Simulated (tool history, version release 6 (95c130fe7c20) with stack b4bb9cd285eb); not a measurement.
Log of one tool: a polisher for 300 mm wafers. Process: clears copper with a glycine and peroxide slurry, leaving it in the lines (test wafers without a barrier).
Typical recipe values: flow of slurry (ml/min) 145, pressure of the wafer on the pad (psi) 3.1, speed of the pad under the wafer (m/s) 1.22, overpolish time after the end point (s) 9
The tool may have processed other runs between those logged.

| run | hour | flow of slurry (ml/min) | pressure of the wafer on the pad (psi) | speed of the pad under the wafer (m/s) | overpolish time after the end point (s) | wafers since the last listed run | wafers polished on this pad | hours since the slurry nozzle was cleaned | hours since the head pressure was calibrated | incoming thickness of the incoming film, nm | time until the end point was called (s) | dishing of a wide line in a test structure (nm) |
|---|---|---|---|---|---|---|---|---|---|---|---|---|
| 1 | 0.0 | 145 | 3.1 | 1.22 | 9 | 0 | 533 | 657.9 | 1208.2 | 669.1 | 123.0 | 31.7 |
| 2 | 6.1 | 145 | 3.1 | 1.22 | 9 | 69 | 603 | 664.0 | 1214.3 | 683.2 | 126.8 | 32.8 |
| 3 | 13.6 | 145 | 3.1 | 1.22 | 9 | 85 | 688 | 671.5 | 1221.8 | 688.0 | 125.8 | 31.3 |
| 4 | 26.1 | 145 | 3.1 | 1.22 | 9 | 142 | 831 | 684.0 | 1234.3 | 676.7 | 124.6 | 31.5 |
| 5 | 42.4 | 145 | 3.1 | 1.22 | 9 | 186 | 1017 | 700.3 | 1250.6 | 682.6 | 122.2 | 30.8 |
| 6 | 55.6 | 145 | 3.1 | 1.22 | 9 | 150 | 1168 | 713.5 | 1263.8 | 679.2 | 124.7 | 30.5 |
| 7 | 63.0 | 145 | 3.1 | 1.22 | 9 | 84 | 1252 | 720.9 | 1271.2 | 681.8 | 127.4 | 30.6 |
|  | 70.3 | worn pad replaced by a new one |
| 8 | 80.4 | 145 | 3.1 | 1.22 | 9 | 153 | 115 | 738.3 | 1288.6 | 678.7 | 126.6 | 30.4 |
| 9 | 86.4 | 145 | 3.1 | 1.22 | 9 | 68 | 184 | 744.3 | 1294.6 | 684.8 | 126.5 | 31.2 |
| 10 | 100.0 | 145 | 3.1 | 1.22 | 9 | 155 | 339 | 757.9 | 1308.2 | 680.8 | 125.1 | 31.2 |
| 11 | 106.0 | 145 | 3.1 | 1.22 | 9 | 68 | 408 | 763.9 | 1314.2 | 689.9 | 127.4 | 30.5 |
| 12 | 117.8 | 145 | 3.1 | 1.22 | 9 | 134 | 543 | 775.7 | 1326.0 | 687.3 | 128.1 | 31.0 |
| 13 | 160.3 | 145 | 3.1 | 1.22 | 9 | 485 | 1028 | 818.2 | 1368.5 | 677.9 | 127.5 | 30.2 |
|  | 161.5 | slurry nozzle cleaned |
| 14 | 174.1 | 145 | 3.1 | 1.22 | 9 | 146 | 1174 | 12.6 | 1382.3 | 670.1 | 113.0 | 33.8 |
|  | 182.2 | worn pad replaced by a new one |
|  | 191.2 | head pressure recalibrated |
| 15 | 191.9 | 145 | 3.1 | 1.22 | 9 | 134 | 88 | 30.4 | 0.7 | 684.9 | 114.4 | 32.9 |
| 16 | 208.0 | 145 | 3.1 | 1.22 | 9 | 183 | 272 | 46.5 | 16.8 | 674.5 | 114.4 | 34.2 |
| 17 | 223.2 | 145 | 3.8 | 1.22 | 13 | 173 | 445 | 61.7 | 32.0 | 682.7 | 95.6 | 49.4 |
| 18 | 239.6 | 145 | 3.1 | 1.22 | 9 | 187 | 633 | 78.1 | 48.4 | 693.0 | 115.7 | 32.8 |
| 19 | 247.0 | 145 | 2.5 | 1.04 | 9 | 84 | 717 | 85.5 | 55.8 | 675.7 | 153.4 | 26.4 |
| 20 | 257.5 | 145 | 4.1 | 1.52 | 9 | 119 | 837 | 96.0 | 66.3 | 684.7 | 74.5 | 44.1 |
| 21 | 272.6 | 120 | 3.1 | 0.98 | 9 | 172 | 1009 | 111.1 | 81.4 | 676.4 | 142.8 | 27.8 |
|  | 282.9 | worn pad replaced by a new one |
| 22 | 290.2 | 190 | 2.7 | 1.52 | 9 | 155 | 83 | 128.7 | 99.0 | 683.5 | 103.3 | 35.8 |
| 23 | 308.0 | 195 | 2.7 | 1.22 | 9 | 203 | 286 | 146.5 | 116.8 | 669.1 | 119.5 | 30.1 |
| 24 | 316.9 | 145 | 3.1 | 1.22 | 9 | 101 | 388 | 155.4 | 125.7 | 681.7 | 115.3 | 31.9 |
| 25 | 328.2 | 110 | 3.1 | 1.22 | 9 | 129 | 517 | 166.7 | 137.0 | 690.3 | 124.5 | 31.4 |
| 26 | 338.2 | 145 | 2.4 | 1.22 | 14 | 114 | 631 | 176.7 | 147.0 | 687.3 | 144.9 | 38.4 |
| 27 | 351.2 | 145 | 3.7 | 1.34 | 13 | 148 | 779 | 189.7 | 160.0 | 676.2 | 91.1 | 47.7 |
| 28 | 358.5 | 165 | 2.4 | 0.90 | 6 | 83 | 863 | 197.0 | 167.3 | 683.1 | 179.4 | 16.7 |
| 29 | 365.3 | 105 | 3.1 | 1.22 | 5 | 77 | 940 | 203.8 | 174.1 | 690.7 | 128.9 | 18.8 |
| 30 | 381.9 | 125 | 2.4 | 1.22 | 9 | 189 | 1130 | 220.4 | 190.7 | 694.8 | 151.6 | 26.9 |
| 31 | 390.9 | 145 | 3.1 | 1.22 | 9 | 102 | 1233 | 229.4 | 199.7 | 681.4 | 118.6 | 32.3 |
| 32 | 397.3 | 145 | 3.1 | 1.22 | 9 | 73 | 1306 | 235.8 | 206.1 | 676.5 | 115.1 | 32.0 |

Here are 4 independent what-if runs from the current tool condition. What would each one return?
| A | 397.8 | 145 | 3.1 | 1.22 | 9 | 5 | 1312 | 236.3 | 206.6 | 672.1 | ? | ? |
| B | 397.8 | 145 | 3.4 | 1.48 | 9 | 5 | 1312 | 236.3 | 206.6 | 672.1 | ? | ? |
| C | 397.8 | 145 | 3.1 | 0.88 | 9 | 5 | 1312 | 236.3 | 206.6 | 672.1 | ? | ? |
| D | 397.8 | 145 | 2.5 | 0.98 | 9 | 5 | 1312 | 236.3 | 206.6 | 672.1 | ? | ? |

| run | time until the end point was called (s) | dishing of a wide line in a test structure (nm) |
|---|---|---|
| A | 116.8 | 33.2 |
| B | 90.9 | 39.5 |
| C | 153.9 | 27.1 |
| D | 167.5 | 25.2 |
With no hidden state in the tool, these same runs would have given:
| run | time until the end point was called (s) | dishing of a wide line in a test structure (nm) |
|---|---|---|
| A | 112.4 | 34.2 |
| B | 87.5 | 40.6 |
| C | 148.1 | 28.0 |
| D | 161.2 | 26.0 |

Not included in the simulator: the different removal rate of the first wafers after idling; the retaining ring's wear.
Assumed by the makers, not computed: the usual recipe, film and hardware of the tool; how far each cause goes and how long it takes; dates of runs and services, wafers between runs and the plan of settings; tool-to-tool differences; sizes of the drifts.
